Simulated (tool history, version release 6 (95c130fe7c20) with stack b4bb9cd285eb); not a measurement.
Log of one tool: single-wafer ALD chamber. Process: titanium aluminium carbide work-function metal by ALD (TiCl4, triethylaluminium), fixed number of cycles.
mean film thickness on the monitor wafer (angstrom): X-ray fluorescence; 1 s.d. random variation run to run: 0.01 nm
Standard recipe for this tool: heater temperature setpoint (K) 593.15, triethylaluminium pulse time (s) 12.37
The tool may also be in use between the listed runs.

run,hour,heater temperature setpoint (K),triethylaluminium pulse time (s),"read-back reference wafer on the same gauge, thickness_nm",mean film thickness on the monitor wafer (angstrom)
1,0.0,593.15,12.37,2.299,21.64
2,22.6,593.15,12.37,2.302,21.52
3,38.5,589.15,16.22,2.299,21.95
4,71.1,604.15,12.37,2.295,22.22
5,88.5,604.15,12.37,2.299,22.22
6,161.2,593.15,12.37,2.297,20.78
7,192.0,593.15,12.37,2.297,20.67
8,220.4,593.15,12.37,2.302,20.79
9,233.1,593.15,12.37,2.294,20.39
10,262.7,593.15,12.37,2.299,20.18
11,276.1,593.15,12.37,2.301,20.37
12,306.3,597.15,12.37,2.301,20.41
13,335.2,586.15,12.37,2.296,19.09
14,356.3,586.15,12.37,2.301,18.92
15,383.4,597.15,8.75,2.298,15.51
16,410.8,597.15,8.75,2.302,15.18
# hour 423.3: triethylaluminium bottle replaced
# hour 424.1: showerhead replaced
# hour 451.3: thermocouple changed; heater temperature recalibrated
17,451.8,584.15,8.65,2.295,19.79
18,463.4,579.15,16.85,2.302,21.40
19,488.1,607.15,16.85,2.294,24.11
20,514.0,606.15,16.37,2.301,23.77
# hour 526.8: gauge calibrated
21,529.1,593.15,16.17,2.302,22.67
22,551.2,593.15,12.37,2.302,22.30
23,569.6,587.15,10.12,2.298,20.98
24,582.1,583.15,15.46,2.303,21.62
25,607.3,607.15,16.85,2.299,24.10
26,637.6,588.15,14.95,2.304,22.10
27,708.7,593.15,13.95,2.297,22.60
28,726.1,599.15,9.84,2.304,21.84
29,750.0,588.15,14.95,2.302,22.14
30,770.6,593.15,12.37,2.299,22.45
31,789.5,586.15,8.05,2.298,19.08
32,813.4,608.15,12.37,2.303,23.72
33,826.8,604.15,12.37,2.296,23.36

Predict each of these 3 candidate next runs independently; none follows another, all start after run 33:
A,827.2,593.15,16.93,?,?
B,827.2,598.15,16.19,?,?
C,827.2,600.15,14.44,?,?

run,"read-back reference wafer on the same gauge, thickness_nm",mean film thickness on the monitor wafer (angstrom)
A,2.295,22.79
B,2.295,23.24
C,2.295,23.32
With the hidden condition removed and each run's random variation left untouched, the same runs would have given:
run,mean film thickness on the monitor wafer (angstrom)
A,22.81
B,23.28
C,23.40
